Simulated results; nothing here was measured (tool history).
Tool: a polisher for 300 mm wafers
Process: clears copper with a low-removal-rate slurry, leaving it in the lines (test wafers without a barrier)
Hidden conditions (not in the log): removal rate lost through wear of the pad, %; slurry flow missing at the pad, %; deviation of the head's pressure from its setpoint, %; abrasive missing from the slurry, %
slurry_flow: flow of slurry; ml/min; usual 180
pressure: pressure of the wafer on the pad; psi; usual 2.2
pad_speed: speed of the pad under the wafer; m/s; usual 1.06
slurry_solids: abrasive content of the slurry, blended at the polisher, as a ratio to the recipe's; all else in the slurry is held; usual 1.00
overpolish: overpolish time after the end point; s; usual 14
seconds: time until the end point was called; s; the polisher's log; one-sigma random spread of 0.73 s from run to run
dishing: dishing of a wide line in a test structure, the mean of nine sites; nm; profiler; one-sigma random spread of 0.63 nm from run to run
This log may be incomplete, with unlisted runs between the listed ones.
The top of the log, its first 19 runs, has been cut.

| run | hour | slurry_flow | pressure | pad_speed | slurry_solids | overpolish | wafers since the last listed run | wafers polished on this pad | hours since the slurry nozzle was cleaned | hours since the head pressure was calibrated | hours since the slurry blender was calibrated | incoming thickness of the incoming film, nm | seconds | dishing |
|---|---|---|---|---|---|---|---|---|---|---|---|---|---|---|
| 20 | 254.4 | 240 | 2.2 | 0.82 | 1.00 | 14 | 141 | 907 | 351.0 | 57.3 | 36.6 | 211.3 | 100.3 | 21.9 |
| 21 | 261.1 | 180 | 2.2 | 1.06 | 1.00 | 20 | 61 | 969 | 357.7 | 64.0 | 43.3 | 210.7 | 81.7 | 37.1 |
| 22 | 273.5 | 235 | 2.2 | 1.06 | 1.10 | 19 | 113 | 1082 | 370.1 | 76.4 | 55.7 | 206.8 | 76.0 | 38.4 |
| 23 | 282.6 | 180 | 1.7 | 1.06 | 1.00 | 14 | 83 | 1166 | 379.2 | 85.5 | 64.8 | 212.8 | 102.1 | 22.2 |
|  | 289.3 | slurry nozzle cleaned |
|  | 296.1 | worn pad replaced by a new one |
| 24 | 296.6 | 180 | 1.7 | 1.06 | 1.00 | 14 | 82 | 4 | 7.3 | 99.5 | 78.8 | 207.7 | 99.6 | 22.1 |
| 25 | 313.5 | 235 | 2.2 | 1.06 | 1.00 | 14 | 154 | 159 | 24.2 | 116.4 | 95.7 | 209.5 | 78.6 | 28.5 |
| 26 | 351.6 | 180 | 2.2 | 1.06 | 1.00 | 14 | 349 | 508 | 62.3 | 154.5 | 133.8 | 207.4 | 79.5 | 27.3 |
| 27 | 364.1 | 180 | 2.7 | 1.06 | 0.70 | 9 | 114 | 622 | 74.8 | 167.0 | 146.3 | 211.2 | 74.1 | 19.2 |
| 28 | 378.7 | 200 | 2.2 | 1.06 | 1.25 | 14 | 133 | 756 | 89.4 | 181.6 | 160.9 | 207.5 | 74.2 | 28.7 |
| 29 | 389.9 | 180 | 2.2 | 1.26 | 1.00 | 14 | 102 | 859 | 100.6 | 192.8 | 172.1 | 208.8 | 68.6 | 32.3 |
| 30 | 428.4 | 220 | 2.2 | 1.36 | 1.00 | 11 | 352 | 1211 | 139.1 | 231.3 | 210.6 | 210.1 | 61.2 | 27.7 |

Below are 3 alternative next runs, each starting from the tool's condition after run 30. Predict each:
| A | 428.8 | 180 | 2.2 | 1.06 | 1.00 | 14 | 3 | 1215 | 139.5 | 231.7 | 211.0 | 206.4 | ? | ? |
| B | 428.8 | 180 | 2.2 | 1.06 | 1.25 | 18 | 3 | 1215 | 139.5 | 231.7 | 211.0 | 206.4 | ? | ? |
| C | 428.8 | 155 | 2.2 | 0.78 | 1.25 | 7 | 3 | 1215 | 139.5 | 231.7 | 211.0 | 206.4 | ? | ? |

| run | seconds | dishing |
|---|---|---|
| A | 78.9 | 27.9 |
| B | 74.7 | 36.7 |
| C | 103.9 | 11.2 |
What these runs would have given with no unlogged condition in the tool:
| run | seconds | dishing |
|---|---|---|
| A | 78.9 | 27.9 |
| B | 74.7 | 36.7 |
| C | 103.9 | 11.2 |

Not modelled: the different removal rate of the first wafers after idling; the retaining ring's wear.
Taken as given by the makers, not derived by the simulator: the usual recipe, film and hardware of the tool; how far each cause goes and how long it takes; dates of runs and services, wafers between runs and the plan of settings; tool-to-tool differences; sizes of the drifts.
